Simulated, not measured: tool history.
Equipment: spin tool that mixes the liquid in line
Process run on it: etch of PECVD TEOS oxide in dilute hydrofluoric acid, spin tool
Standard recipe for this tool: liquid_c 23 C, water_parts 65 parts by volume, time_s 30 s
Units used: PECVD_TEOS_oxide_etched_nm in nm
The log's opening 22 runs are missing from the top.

run    hour  liquid_c  water_parts  time_s  read-back film thickness of the PECVD TEOS oxide reference wafer, read on the same gauge (nm)  PECVD_TEOS_oxide_etched_nm
 23  1243.6        25           45      30                                                                                         110.02                        8.96
 24  1276.2      26.5           85      50                                                                                         109.97                        7.89
 25  1310.7        26           50      45                                                                                         109.98                       12.47
 26  1367.7        27           65      40                                                                                            110                        8.75
 27  1434.8        23           65      20                                                                                            110                        3.74
 28  1474.5        27           65      15                                                                                         109.96                        3.26
 29  1507.7        23           65      30                                                                                         109.99                        5.77
 30  1562.6        23           45      30                                                                                         110.01                        8.41
 31    1616        23           50      15                                                                                         110.04                        3.71
 32  1652.6        23           65      30                                                                                            110                        5.73
 33  1689.6        18           65      30                                                                                         109.95                        4.69
 34  1750.7        26           50      45                                                                                            110                       12.98

Each row is a separate what-if for the run after 34, all from the same tool condition, not one after another. Results?
  A  1751.1        23           65      30                                                                                              ?                           ?
  B  1751.1      25.5           65      45                                                                                              ?                           ?
  C  1751.1        25           65      50                                                                                              ?                           ?

run  read-back film thickness of the PECVD TEOS oxide reference wafer, read on the same gauge (nm)  PECVD_TEOS_oxide_etched_nm
  A                                                                                         109.99                        5.74
  B                                                                                         109.99                        9.52
  C                                                                                         109.99                       10.37
Take away the tool's hidden state, keep each run's random variation, and the runs would have read:
run  PECVD_TEOS_oxide_etched_nm
  A                        5.52
  B                        9.17
  C                        9.99
